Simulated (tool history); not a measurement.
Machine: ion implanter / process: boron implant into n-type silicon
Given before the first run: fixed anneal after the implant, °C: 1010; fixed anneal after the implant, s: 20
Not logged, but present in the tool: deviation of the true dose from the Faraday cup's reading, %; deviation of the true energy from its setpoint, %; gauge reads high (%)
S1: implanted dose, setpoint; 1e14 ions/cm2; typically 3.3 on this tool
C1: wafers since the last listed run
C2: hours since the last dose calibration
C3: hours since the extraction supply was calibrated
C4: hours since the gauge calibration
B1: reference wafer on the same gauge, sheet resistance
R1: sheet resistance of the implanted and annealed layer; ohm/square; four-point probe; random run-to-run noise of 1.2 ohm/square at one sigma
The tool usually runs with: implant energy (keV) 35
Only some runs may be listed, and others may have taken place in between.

{"run": 1, "hour": 0.0, "S1": 3.3, "implant energy (keV)": 35, "C1": 0, "C2": 144.1, "C3": 3491.6, "C4": 803.5, "B1": 346.3, "R1": 309.98}
{"run": 2, "hour": 41.0, "S1": 3.3, "implant energy (keV)": 35, "C1": 937, "C2": 185.1, "C3": 3532.6, "C4": 844.5, "B1": 346.03, "R1": 311.28}
{"run": 3, "hour": 82.9, "S1": 3.3, "implant energy (keV)": 35, "C1": 957, "C2": 227, "C3": 3574.5, "C4": 886.4, "B1": 346.04, "R1": 313.74}
{"run": 4, "hour": 120.5, "S1": 3.3, "implant energy (keV)": 35, "C1": 859, "C2": 264.6, "C3": 3612.1, "C4": 924, "B1": 345.68, "R1": 311.73}
{"run": 5, "hour": 163.8, "S1": 2.69, "implant energy (keV)": 28.5, "C1": 989, "C2": 307.9, "C3": 3655.4, "C4": 967.3, "B1": 345.84, "R1": 372.55}
{"run": 6, "hour": 249.9, "S1": 2.69, "implant energy (keV)": 28.5, "C1": 1967, "C2": 394, "C3": 3741.5, "C4": 1053.4, "B1": 346.19, "R1": 372.79}
{"run": 7, "hour": 348.9, "S1": 3.3, "implant energy (keV)": 35, "C1": 2262, "C2": 493, "C3": 3840.5, "C4": 1152.4, "B1": 345.42, "R1": 309.04}
{"run": 8, "hour": 437.9, "S1": 3.79, "implant energy (keV)": 28, "C1": 2034, "C2": 582, "C3": 3929.5, "C4": 1241.4, "B1": 345.97, "R1": 283.12}
{"run": 9, "hour": 496.7, "S1": 3.79, "implant energy (keV)": 28, "C1": 1343, "C2": 640.8, "C3": 3988.3, "C4": 1300.2, "B1": 345.86, "R1": 281.62}
{"run": 10, "hour": 541.8, "S1": 3.79, "implant energy (keV)": 28, "C1": 1030, "C2": 685.9, "C3": 4033.4, "C4": 1345.3, "B1": 346.14, "R1": 282.43}
{"run": 11, "hour": 594.9, "S1": 3.3, "implant energy (keV)": 35, "C1": 1213, "C2": 739, "C3": 4086.5, "C4": 1398.4, "B1": 345.29, "R1": 306.02}
{"run": 12, "hour": 739.8, "S1": 3.3, "implant energy (keV)": 35, "C1": 3311, "C2": 883.9, "C3": 4231.4, "C4": 1543.3, "B1": 345.76, "R1": 304.32}
{"run": 13, "hour": 810.1, "S1": 3.3, "implant energy (keV)": 35, "C1": 1606, "C2": 954.2, "C3": 4301.7, "C4": 1613.6, "B1": 346.03, "R1": 300.36}
{"hour": 850.7, "done": "gauge calibrated"}
{"run": 14, "hour": 876.2, "S1": 3.3, "implant energy (keV)": 31, "C1": 1510, "C2": 1020.3, "C3": 4367.8, "C4": 25.5, "B1": 345.73, "R1": 304.19}
{"hour": 921.5, "done": "Faraday cup replaced and dose calibrated"}
{"run": 15, "hour": 954.4, "S1": 2.86, "implant energy (keV)": 35, "C1": 1604, "C2": 32.9, "C3": 4446, "C4": 103.7, "B1": 345.86, "R1": 348.74}
{"run": 16, "hour": 1031.4, "S1": 2.69, "implant energy (keV)": 28.5, "C1": 1759, "C2": 109.9, "C3": 4523, "C4": 180.7, "B1": 346.52, "R1": 373.12}
{"run": 17, "hour": 1131.2, "S1": 2.78, "implant energy (keV)": 30.5, "C1": 2280, "C2": 209.7, "C3": 4622.8, "C4": 280.5, "B1": 345.78, "R1": 361.97}
{"run": 18, "hour": 1236.5, "S1": 2.78, "implant energy (keV)": 35, "C1": 2406, "C2": 315, "C3": 4728.1, "C4": 385.8, "B1": 346.37, "R1": 359.16}
{"run": 19, "hour": 1310.0, "S1": 2.64, "implant energy (keV)": 35, "C1": 1679, "C2": 388.5, "C3": 4801.6, "C4": 459.3, "B1": 345.44, "R1": 370.35}
{"hour": 1349.8, "done": "extraction supply calibrated"}
{"run": 20, "hour": 1413.3, "S1": 3.3, "implant energy (keV)": 42, "C1": 2178, "C2": 491.8, "C3": 63.5, "C4": 562.6, "B1": 345.54, "R1": 301.9}
{"run": 21, "hour": 1450.6, "S1": 2.48, "implant energy (keV)": 24.5, "C1": 852, "C2": 529.1, "C3": 100.8, "C4": 599.9, "B1": 345.87, "R1": 400.94}
{"run": 22, "hour": 1553.2, "S1": 3.3, "implant energy (keV)": 35, "C1": 2344, "C2": 631.7, "C3": 203.4, "C4": 702.5, "B1": 346.04, "R1": 306.46}
{"run": 23, "hour": 1601.0, "S1": 4.2, "implant energy (keV)": 30, "C1": 1092, "C2": 679.5, "C3": 251.2, "C4": 750.3, "B1": 345.81, "R1": 256.83}
{"run": 24, "hour": 1652.9, "S1": 3.3, "implant energy (keV)": 39.5, "C1": 1186, "C2": 731.4, "C3": 303.1, "C4": 802.2, "B1": 346.16, "R1": 301.63}
{"run": 25, "hour": 1694.4, "S1": 3.3, "implant energy (keV)": 35, "C1": 948, "C2": 772.9, "C3": 344.6, "C4": 843.7, "B1": 345.85, "R1": 303.79}
{"run": 26, "hour": 1781.3, "S1": 3.3, "implant energy (keV)": 26, "C1": 1986, "C2": 859.8, "C3": 431.5, "C4": 930.6, "B1": 346, "R1": 313.29}
{"hour": 1881.9, "done": "Faraday cup replaced and dose calibrated"}
{"run": 27, "hour": 1888.0, "S1": 4.26, "implant energy (keV)": 41, "C1": 2255, "C2": 6.1, "C3": 538.2, "C4": 1037.3, "B1": 346.37, "R1": 249.59}
{"run": 28, "hour": 1933.9, "S1": 4.27, "implant energy (keV)": 35, "C1": 1049, "C2": 52, "C3": 584.1, "C4": 1083.2, "B1": 345.89, "R1": 251.16}
{"run": 29, "hour": 1998.7, "S1": 3.68, "implant energy (keV)": 41.5, "C1": 1481, "C2": 116.8, "C3": 648.9, "C4": 1148, "B1": 346.25, "R1": 280.07}
{"run": 30, "hour": 2041.5, "S1": 3.3, "implant energy (keV)": 24, "C1": 978, "C2": 159.6, "C3": 691.7, "C4": 1190.8, "B1": 346.3, "R1": 323.4}

Across each entry between runs, compare the hidden state at the last listed run before it with the hidden state at the first listed run after it:
Runs 13 to 14: gauge calibrated (hour 850.7)
  deviation of the true dose from the Faraday cup's reading, %: 4.59 -> 5.24
  measured result minus the result with no hidden state, R1: -10.94 -> -12.67 ohm/square
Runs 14 to 15: Faraday cup replaced and dose calibrated (hour 921.5)
  deviation of the true dose from the Faraday cup's reading, %: 5.24 -> 0.161
  measured result minus the result with no hidden state, R1: -12.67 -> -0.44 ohm/square
Runs 19 to 20: extraction supply calibrated (hour 1349.8)
  deviation of the true dose from the Faraday cup's reading, %: 0.912 -> 1.37
  measured result minus the result with no hidden state, R1: -2.63 -> -3.27 ohm/square
Runs 26 to 27: Faraday cup replaced and dose calibrated (hour 1881.9)
  deviation of the true dose from the Faraday cup's reading, %: 3.86 -> 0.432
  measured result minus the result with no hidden state, R1: -9.61 -> -0.87 ohm/square

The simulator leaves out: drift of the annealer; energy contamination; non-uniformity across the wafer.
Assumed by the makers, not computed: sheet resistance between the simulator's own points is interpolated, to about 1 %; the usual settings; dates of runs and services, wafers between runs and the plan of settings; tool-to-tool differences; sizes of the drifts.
